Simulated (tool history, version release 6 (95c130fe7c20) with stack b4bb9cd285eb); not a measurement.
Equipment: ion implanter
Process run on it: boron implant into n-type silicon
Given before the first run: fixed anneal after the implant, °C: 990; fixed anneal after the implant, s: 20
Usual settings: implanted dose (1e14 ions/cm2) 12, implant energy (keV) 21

| run | day | implanted dose (1e14 ions/cm2) | implant energy (keV) | wafers since the last listed run | hours since the last dose calibration | hours since the extraction supply was calibrated | hours since the gauge calibration | read-back reference wafer on the same gauge, sheet resistance | sheet resistance of the implanted and annealed layer (ohm/square) |
|---|---|---|---|---|---|---|---|---|---|
| 1 | 0 | 12 | 24.5 | 0 | 151.6 | 2634.4 | 1622.9 | 118.47 | 97.44 |
| 2 | 2.625 | 12 | 21 | 1407 | 214.6 | 2697.4 | 1685.9 | 118.57 | 99.88 |
| 3 | 5.592 | 12 | 21 | 1590 | 285.8 | 2768.6 | 1757.1 | 118.47 | 99.64 |
| 4 | 8.717 | 12 | 21 | 1675 | 360.8 | 2843.6 | 1832.1 | 118.48 | 99.52 |
| 5 | 11.988 | 10.37 | 21 | 1753 | 439.3 | 2922.1 | 1910.6 | 118.51 | 111.15 |
| 6 | 15.542 | 12 | 17 | 1905 | 524.6 | 3007.4 | 1995.9 | 118.5 | 102.61 |
| 7 | 18.167 | 12 | 17 | 1407 | 587.6 | 3070.4 | 2058.9 | 118.48 | 102.69 |
| 8 | 21.692 | 12 | 16 | 1889 | 672.2 | 3155 | 2143.5 | 118.53 | 103.64 |
| 9 | 25.854 | 9.86 | 26 | 2231 | 772.1 | 3254.9 | 2243.4 | 118.51 | 113.37 |
| 10 | 29.783 | 9.86 | 26 | 2106 | 866.4 | 3349.2 | 2337.7 | 118.51 | 113.59 |
|  | 31.617 | Faraday cup replaced and dose calibrated |
| 11 | 34.083 | 9.86 | 26 | 2126 | 59.2 | 3452.4 | 2440.9 | 118.47 | 113.46 |
| 12 | 36.196 | 12 | 21 | 1132 | 109.9 | 3503.1 | 2491.6 | 118.54 | 99.78 |
| 13 | 37.742 | 12 | 21 | 828 | 147 | 3540.2 | 2528.7 | 118.55 | 99.5 |
| 14 | 40.171 | 12 | 21 | 1302 | 205.3 | 3598.5 | 2587 | 118.55 | 99.35 |
|  | 42.217 | extraction supply calibrated |
| 15 | 42.579 | 12 | 21 | 1112 | 263.1 | 8.7 | 2644.8 | 118.48 | 99.98 |
| 16 | 44.371 | 8.58 | 17.5 | 960 | 306.1 | 51.7 | 2687.8 | 118.53 | 131.07 |
| 17 | 51.462 | 12 | 21 | 3801 | 476.3 | 221.9 | 2858 | 118.52 | 99.29 |
| 18 | 53 | 13.03 | 16 | 824 | 513.2 | 258.8 | 2894.9 | 118.51 | 98.34 |
| 19 | 60.858 | 12 | 21 | 4212 | 701.8 | 447.4 | 3083.5 | 118.46 | 99.56 |
| 20 | 64.142 | 10.85 | 23 | 1760 | 780.6 | 526.2 | 3162.3 | 118.51 | 106.33 |
|  | 71.204 | Faraday cup replaced and dose calibrated |
|  | 73.4 | gauge calibrated |
| 21 | 74.779 | 9.92 | 17.5 | 5523 | 85.8 | 781.5 | 33.1 | 118.53 | 117.14 |
| 22 | 77.721 | 10.45 | 15 | 1576 | 156.4 | 852.1 | 103.7 | 118.45 | 115.37 |
| 23 | 81.571 | 8.53 | 17.5 | 2063 | 248.8 | 944.5 | 196.1 | 118.46 | 132.09 |
| 24 | 85.5 | 12 | 25 | 2106 | 343.1 | 1038.8 | 290.4 | 118.48 | 97.34 |
| 25 | 91.979 | 12.97 | 26 | 3473 | 498.6 | 1194.3 | 445.9 | 118.52 | 91.86 |
| 26 | 94.725 | 9.93 | 15 | 1471 | 564.5 | 1260.2 | 511.8 | 118.45 | 119.57 |
| 27 | 98.562 | 8.98 | 26.5 | 2057 | 656.6 | 1352.3 | 603.9 | 118.51 | 122.21 |
| 28 | 102.617 | 10.82 | 16 | 2173 | 753.9 | 1449.6 | 701.2 | 118.55 | 111.03 |
| 29 | 106.45 | 14.69 | 21 | 2054 | 845.9 | 1541.6 | 793.2 | 118.48 | 87.07 |
|  | 108.183 | Faraday cup replaced and dose calibrated |
| 30 | 109.233 | 12 | 21 | 1313 | 25.2 | 1608.4 | 860 | 118.47 | 99.76 |
| 31 | 112.079 | 13.62 | 27 | 1525 | 93.5 | 1676.7 | 928.3 | 118.5 | 88.37 |
| 32 | 115.608 | 14.2 | 28 | 1891 | 178.2 | 1761.4 | 1013 | 118.57 | 85.41 |
| 33 | 118.667 | 10.36 | 16.5 | 1639 | 251.6 | 1834.8 | 1086.4 | 118.49 | 114.3 |
| 34 | 122.283 | 14.39 | 16.5 | 1938 | 338.4 | 1921.6 | 1173.2 | 118.56 | 92.82 |
| 35 | 124.721 | 10.2 | 26.5 | 1306 | 396.9 | 1980.1 | 1231.7 | 118.48 | 110.49 |
| 36 | 128.792 | 12 | 21 | 2182 | 494.6 | 2077.8 | 1329.4 | 118.46 | 99.57 |
| 37 | 132.217 | 8.42 | 27.5 | 1836 | 576.8 | 2160 | 1411.6 | 118.48 | 128.34 |
| 38 | 134.838 | 9.6 | 21 | 1404 | 639.7 | 2222.9 | 1474.5 | 118.48 | 118.13 |

Alternative continuations, all from the tool just after run 38; predict every row:
| A | 134.854 | 12 | 21 | 8 | 640.1 | 2223.3 | 1474.9 | ? | ? |
| B | 134.854 | 9.55 | 27.5 | 8 | 640.1 | 2223.3 | 1474.9 | ? | ? |
| C | 134.854 | 9.38 | 21 | 8 | 640.1 | 2223.3 | 1474.9 | ? | ? |

| run | read-back reference wafer on the same gauge, sheet resistance | sheet resistance of the implanted and annealed layer (ohm/square) |
|---|---|---|
| A | 118.52 | 99.87 |
| B | 118.52 | 116.27 |
| C | 118.52 | 120.56 |
Take away the tool's hidden state, keep each run's random variation, and the runs would have read:
| run | sheet resistance of the implanted and annealed layer (ohm/square) |
|---|---|
| A | 99.87 |
| B | 116.27 |
| C | 120.56 |
